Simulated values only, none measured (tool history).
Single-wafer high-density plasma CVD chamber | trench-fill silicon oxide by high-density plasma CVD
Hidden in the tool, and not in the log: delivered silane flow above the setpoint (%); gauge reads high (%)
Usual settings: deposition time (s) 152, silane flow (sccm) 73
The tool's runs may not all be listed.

run	hour	deposition time (s)	silane flow (sccm)	wafers since the last listed run	hours since the silane flow controller was replaced	hours since the gauge calibration	read-back reference wafer on the same gauge, thickness_nm	mean film thickness on the monitor wafer (angstrom)
1	0.0	152	73	0	1170.4	376.4	1031.089	10312.33
2	95.1	152	73	821	1265.5	471.5	1030.188	10319.75
3	111.8	159	63	144	1282.2	488.2	1028.971	9620.52
4	141.2	152	73	253	1311.6	517.6	1031.861	10317.17
5	176.8	152	73	307	1347.2	553.2	1031.044	10434.00
6	210.8	172	73	293	1381.2	587.2	1030.291	11623.05
7	241.2	172	73	262	1411.6	617.6	1030.527	11663.96
8	253.7	172	73	107	1424.1	630.1	1030.486	11738.94
9	280.5	152	73	231	1450.9	656.9	1031.352	10332.02
10	305.0	152	73	211	1475.4	681.4	1030.033	10371.03
11	320.4	152	73	132	1490.8	696.8	1031.739	10315.12
12	334.0	152	73	117	1504.4	710.4	1031.109	10287.43
13	359.7	152	64	221	1530.1	736.1	1031.200	9304.69
14	375.4	179	73	135	1545.8	751.8	1030.594	12052.54
# hour 425.7: gauge calibrated
# hour 426.9: silane flow controller replaced
15	455.3	152	69	620	28.4	29.6	1030.786	9896.02
16	471.0	140	79	135	44.1	45.3	1030.025	10178.32

Run 17 comes next. What will it give?
17	488.6	152	73	151	61.7	62.9	?	?

read-back reference wafer on the same gauge, thickness_nm: 1031.596
mean film thickness on the monitor wafer (angstrom): 10324.38
Without the tool's hidden state the same run would have given mean film thickness on the monitor wafer (angstrom) 10324.38.
